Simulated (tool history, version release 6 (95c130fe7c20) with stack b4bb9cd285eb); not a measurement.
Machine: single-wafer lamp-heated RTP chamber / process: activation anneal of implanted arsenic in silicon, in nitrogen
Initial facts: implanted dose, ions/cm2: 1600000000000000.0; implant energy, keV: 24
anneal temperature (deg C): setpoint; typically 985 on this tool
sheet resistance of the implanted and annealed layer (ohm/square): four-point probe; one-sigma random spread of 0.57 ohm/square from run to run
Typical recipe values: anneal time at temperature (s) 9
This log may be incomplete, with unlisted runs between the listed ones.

run   hour  anneal temperature (deg C)  anneal time at temperature (s)  wafers since the last listed run  wafers since the last pyrometer calibration  wafers since the reflector plate was cleaned  hours since the gauge calibration  read-back reference wafer on the same gauge, sheet resistance  sheet resistance of the implanted and annealed layer (ohm/square)
  1    0.0                         985                               9                                 0                                         1391                                          2804                               91.2                                                         128.02                                                             111.58
  2   16.8                         985                              13                               343                                         1734                                          3147                              108.0                                                         127.90                                                             107.54
  3   42.7                         985                              13                               529                                         2264                                          3677                              133.9                                                         128.02                                                             107.14
      57.2  -- pyrometer window cleaned and pyrometer calibrated
  4   63.1                         985                              13                               253                                          120                                          3930                              154.3                                                         127.89                                                             110.10
  5   87.2                         985                               9                               492                                          612                                          4423                              178.4                                                         128.05                                                             111.25
  6  111.9                         985                               6                               504                                         1117                                          4928                              203.1                                                         127.88                                                             115.61
  7  124.9                         985                               6                               265                                         1383                                          5194                              216.1                                                         128.13                                                             114.41
  8  141.2                         985                              11                               333                                         1716                                          5527                              232.4                                                         128.01                                                             108.51
     170.2  -- pyrometer window cleaned and pyrometer calibrated
  9  170.7                         985                              11                               439                                            9                                          5966                              261.9                                                         128.00                                                             112.13
 10  180.4                         985                              11                               198                                          207                                          6165                              271.6                                                         128.00                                                             111.25
 11  203.4                         964                               9                               470                                          677                                          6635                              294.6                                                         128.11                                                             119.71
 12  226.0                         964                               9                               462                                         1139                                          7097                              317.2                                                         127.90                                                             119.32
 13  248.9                         985                               9                               468                                         1607                                          7565                              340.1                                                         127.96                                                             110.83
 14  276.8                         985                               9                               570                                         2178                                          8136                              368.0                                                         128.03                                                             109.73
     312.6  -- pyrometer window cleaned and pyrometer calibrated
 15  313.1                         985                               9                               578                                           10                                          8714                              404.3                                                         127.87                                                             113.38
 16  320.2                         973                               9                               145                                          155                                          8859                              411.4                                                         127.81                                                             118.08
 17  334.3                        1009                               9                               288                                          443                                          9147                              425.5                                                         128.00                                                             105.70
     341.3  -- gauge calibrated
 18  347.4                         974                               4                               267                                          711                                          9415                                6.1                                                         127.97                                                             122.68
 19  366.5                        1012                               4                               390                                         1102                                          9806                               25.2                                                         128.01                                                             110.17
 20  385.7                         985                               9                               392                                         1494                                         10198                               44.4                                                         128.11                                                             110.35
 21  401.7                         969                               7                               327                                         1821                                         10525                               60.4                                                         127.92                                                             118.33
     420.8  -- pyrometer window cleaned and pyrometer calibrated
 22  424.5                         985                               9                               302                                           75                                         10828                               83.2                                                         128.03                                                             113.71
     433.4  -- reflector plate cleaned
 23  444.6                         974                              12                               247                                          322                                           228                              103.3                                                         128.16                                                             112.88
 24  475.6                        1007                               9                               633                                          956                                           862                              134.3                                                         127.91                                                             104.37
 25  493.2                         962                              14                               359                                         1316                                          1221                              151.9                                                         127.85                                                             114.12
 26  511.9                         965                               4                               382                                         1698                                          1604                              170.6                                                         128.07                                                             123.68
 27  534.7                         968                              14                               466                                         2164                                          2070                              193.4                                                         127.95                                                             112.33
     556.4  -- pyrometer window cleaned and pyrometer calibrated
 28  556.9                         956                              13                               290                                            9                                          2360                              215.6                                                         127.85                                                             122.93

Run 29, settings as shown, results not yet in. Your forecast:
 29  575.9                        1000                              12                               388                                          397                                          2748                              234.6                                                              ?                                                                  ?

{"run 29": {"read-back reference wafer on the same gauge, sheet resistance": 127.94, "sheet resistance of the implanted and annealed layer (ohm/square)": 104.7}}
Minus the tool's unlogged condition, the same run would have read sheet resistance of the implanted and annealed layer (ohm/square) 106.21.
